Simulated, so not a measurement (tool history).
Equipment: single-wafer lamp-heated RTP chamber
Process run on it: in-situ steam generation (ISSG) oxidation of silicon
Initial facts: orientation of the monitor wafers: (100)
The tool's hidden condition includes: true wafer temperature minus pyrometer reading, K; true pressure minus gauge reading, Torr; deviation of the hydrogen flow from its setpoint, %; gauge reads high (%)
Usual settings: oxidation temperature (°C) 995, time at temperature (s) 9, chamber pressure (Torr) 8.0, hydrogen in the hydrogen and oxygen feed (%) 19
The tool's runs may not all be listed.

run	hour	oxidation temperature (°C)	time at temperature (s)	chamber pressure (Torr)	hydrogen in the hydrogen and oxygen feed (%)	wafers since the last listed run	wafers since the last pyrometer calibration	hours since the pressure gauge was zeroed	hours since the hydrogen flow controller was replaced	hours since the gauge calibration	read-back reference wafer on the same gauge, thickness	oxide thickness on the monitor wafer (Å)
1	0.0	995	9	8.0	19	0	1321	1282.5	3379.3	845.6	3.178	36.50
2	45.3	995	9	8.0	19	478	1800	1327.8	3424.6	890.9	3.184	36.25
3	87.9	995	9	8.0	19	450	2250	1370.4	3467.2	933.5	3.189	36.63
4	159.6	995	9	8.0	19	757	3008	1442.1	3538.9	1005.2	3.193	36.54
# hour 170.7: pressure gauge zeroed
5	186.4	995	9	8.0	19	198	3207	15.7	3565.7	1032.0	3.205	36.76
# hour 188.4: gauge calibrated
# hour 222.9: pyrometer window cleaned and pyrometer calibrated
6	235.4	995	9	8.0	19	433	132	64.7	3614.7	47.0	3.138	35.87
7	277.4	995	9	8.0	19	443	576	106.7	3656.7	89.0	3.143	35.77
8	346.4	995	8	8.0	19	729	1305	175.7	3725.7	158.0	3.141	34.33
9	387.7	995	9	8.0	25	436	1741	217.0	3767.0	199.3	3.147	38.74
10	435.2	995	11	8.0	19	502	2244	264.5	3814.5	246.8	3.143	39.26
11	499.2	995	6	7.5	19	676	2920	328.5	3878.5	310.8	3.150	30.38
# hour 560.3: pyrometer window cleaned and pyrometer calibrated
12	560.8	977	5	9.3	12	566	5	390.1	3940.1	372.4	3.154	24.22
13	604.6	979	12	8.0	19	462	468	433.9	3983.9	416.2	3.148	38.69
14	675.6	995	9	8.0	19	750	1219	504.9	4054.9	487.2	3.157	36.28
15	738.0	995	7	8.0	19	659	1878	567.3	4117.3	549.6	3.166	32.88
16	775.2	995	9	8.8	15	393	2271	604.5	4154.5	586.8	3.160	33.92
17	804.1	995	7	8.0	25	305	2577	633.4	4183.4	615.7	3.169	35.44
18	834.2	995	9	8.5	11	318	2895	663.5	4213.5	645.8	3.165	31.87
# hour 893.1: pyrometer window cleaned and pyrometer calibrated
19	903.3	995	9	8.0	19	645	107	732.6	4282.6	714.9	3.179	36.51
20	951.4	995	9	8.0	19	508	615	780.7	4330.7	763.0	3.182	36.34
# hour 981.6: hydrogen flow controller replaced
21	982.1	986	11	9.3	19	239	855	811.4	0.5	793.7	3.184	38.24
22	1031.7	980	9	8.0	19	524	1380	861.0	50.1	843.3	3.185	34.98
23	1102.2	1013	11	8.5	19	745	2125	931.5	120.6	913.8	3.194	42.41
24	1147.0	995	10	8.7	24	473	2598	976.3	165.4	958.6	3.205	40.85
25	1177.9	995	9	8.6	13	326	2925	1007.2	196.3	989.5	3.207	33.31
26	1238.5	989	6	6.9	13	640	3565	1067.8	256.9	1050.1	3.216	27.50
# hour 1278.7: pyrometer window cleaned and pyrometer calibrated
27	1279.9	995	10	9.3	14	353	12	1109.2	298.3	1091.5	3.218	35.41
28	1327.5	988	6	9.3	22	503	515	1156.8	345.9	1139.1	3.227	31.56
# hour 1345.8: gauge calibrated
29	1364.9	995	9	8.0	19	395	910	1194.2	383.3	19.1	3.134	35.90
30	1428.0	995	9	7.4	19	666	1577	1257.3	446.4	82.2	3.129	35.92

Below are 5 alternative next runs, each starting from the tool's condition after run 30. Predict each:
A	1428.4	985	9	8.0	19	4	1582	1257.7	446.8	82.6	?	?
B	1428.4	1010	11	8.7	28	4	1582	1257.7	446.8	82.6	?	?
C	1428.4	1007	9	8.0	19	4	1582	1257.7	446.8	82.6	?	?
D	1428.4	995	6	8.5	19	4	1582	1257.7	446.8	82.6	?	?
E	1428.4	995	12	8.0	19	4	1582	1257.7	446.8	82.6	?	?

run	read-back reference wafer on the same gauge, thickness	oxide thickness on the monitor wafer (Å)
A	3.134	35.17
B	3.134	45.52
C	3.134	37.56
D	3.134	30.65
E	3.134	40.81
Stripped of hidden state, with their random variation kept, the same runs would have yielded:
run	oxide thickness on the monitor wafer (Å)
A	35.16
B	45.50
C	37.55
D	30.64
E	40.80
